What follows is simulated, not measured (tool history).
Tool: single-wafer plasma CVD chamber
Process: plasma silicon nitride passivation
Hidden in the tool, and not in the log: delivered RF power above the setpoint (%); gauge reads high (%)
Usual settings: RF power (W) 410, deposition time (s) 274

run	hour	RF power (W)	deposition time (s)	wafers since the last listed run	hours since the last RF generator calibration	hours since the showerhead was replaced	hours since the gauge calibration	read-back reference wafer on the same gauge, thickness_nm	mean film thickness on the monitor wafer (nm)
1	0	440	258	0	1444.6	1074.3	1712.1	371.774	379.07
2	158.3	440	258	1292	1602.9	1232.6	1870.4	370.781	375.047
3	249.8	410	318	747	1694.4	1324.1	1961.9	370.782	454.31
# hour 289.3: RF generator calibrated
4	343.5	410	318	699	54.2	1417.8	2055.6	371.232	466.34
5	418.8	410	304	614	129.5	1493.1	2130.9	371.263	446.589
6	490.3	410	304	583	201	1564.6	2202.4	370.571	446.41
7	554.1	385	274	520	264.8	1628.4	2266.2	371.112	392.928
8	628.7	410	292	609	339.4	1703	2340.8	371.115	426.774
9	696	410	274	549	406.7	1770.3	2408.1	371.159	399.056
10	771.6	410	274	617	482.3	1845.9	2483.7	370.786	399.98
11	871	410	274	811	581.7	1945.3	2583.1	371.334	398.346
# hour 884: gauge calibrated
12	912.2	410	274	336	622.9	1986.5	28.2	371.288	399.737
13	978.7	410	274	542	689.4	2053	94.7	371.011	400.256
14	1040.9	410	274	507	751.6	2115.2	156.9	370.599	399.24
15	1095.8	410	248	448	806.5	2170.1	211.8	371.842	359.863
16	1134.3	410	248	314	845	2208.6	250.3	371.292	360.335
17	1228.1	410	248	765	938.8	2302.4	344.1	370.703	361.883
18	1323	410	274	774	1033.7	2397.3	439	371.379	395.572
19	1389.9	410	274	546	1100.6	2464.2	505.9	370.987	396.185
20	1449	410	274	482	1159.7	2523.3	565	370.351	398.215
21	1505.5	410	274	461	1216.2	2579.8	621.5	371.091	393.809
22	1553	340	305	387	1263.7	2627.3	669	371.236	421.346
23	1657.1	365	321	849	1367.8	2731.4	773.1	371.699	450.224
24	1747.3	475	256	736	1458	2821.6	863.3	371.055	382.924
25	1820.6	455	239	598	1531.3	2894.9	936.6	371.607	354.866
26	1900.2	455	220	649	1610.9	2974.5	1016.2	371.72	324.135
27	2005.4	410	274	858	1716.1	3079.7	1121.4	371.225	390.712
28	2092.9	410	304	714	1803.6	3167.2	1208.9	371.218	435.97
# hour 2119.6: showerhead replaced
# hour 2136.6: RF generator calibrated
29	2137.1	350	295	230	0.5	17.5	1253.1	371.448	416.221
30	2178.1	485	299	334	41.5	58.5	1294.1	370.921	455.182
31	2241.7	370	301	519	105.1	122.1	1357.7	370.464	428.581
32	2291.7	410	274	408	155.1	172.1	1407.7	371.103	402.471
33	2354.1	460	251	509	217.5	234.5	1470.1	370.991	376.553
34	2428.5	410	318	607	291.9	308.9	1544.5	370.963	465.272
35	2535.2	490	274	871	398.6	415.6	1651.2	370.824	415.521
36	2581.9	410	295	381	445.3	462.3	1697.9	371.746	430.204
37	2657.1	475	232	613	520.5	537.5	1773.1	370.475	349.689
38	2762	475	241	856	625.4	642.4	1878	370.182	361.17
39	2824.8	410	274	512	688.2	705.2	1940.8	371.538	397.39
40	2919.3	410	252	771	782.7	799.7	2035.3	370.784	364.359
41	2981.7	440	229	509	845.1	862.1	2097.7	370.971	337.405
42	3034.6	410	318	431	898	915	2150.6	371.066	462.16
43	3102.3	450	274	552	965.7	982.7	2218.3	371.342	404.228

5 ways to go on from here, each from the tool as it stands after run 43. What would each give?
A	3102.8	410	319	4	966.2	983.2	2218.8	?	?
B	3102.8	370	325	4	966.2	983.2	2218.8	?	?
C	3102.8	350	244	4	966.2	983.2	2218.8	?	?
D	3102.8	365	233	4	966.2	983.2	2218.8	?	?
E	3102.8	360	327	4	966.2	983.2	2218.8	?	?

run	read-back reference wafer on the same gauge, thickness_nm	mean film thickness on the monitor wafer (nm)
A	370.413	461.51
B	370.413	458.939
C	370.413	340.146
D	370.413	327.982
E	370.413	458.829
Without the tool's hidden state the same runs would have given:
run	mean film thickness on the monitor wafer (nm)
A	467.98
B	465.372
C	344.914
D	332.58
E	465.261

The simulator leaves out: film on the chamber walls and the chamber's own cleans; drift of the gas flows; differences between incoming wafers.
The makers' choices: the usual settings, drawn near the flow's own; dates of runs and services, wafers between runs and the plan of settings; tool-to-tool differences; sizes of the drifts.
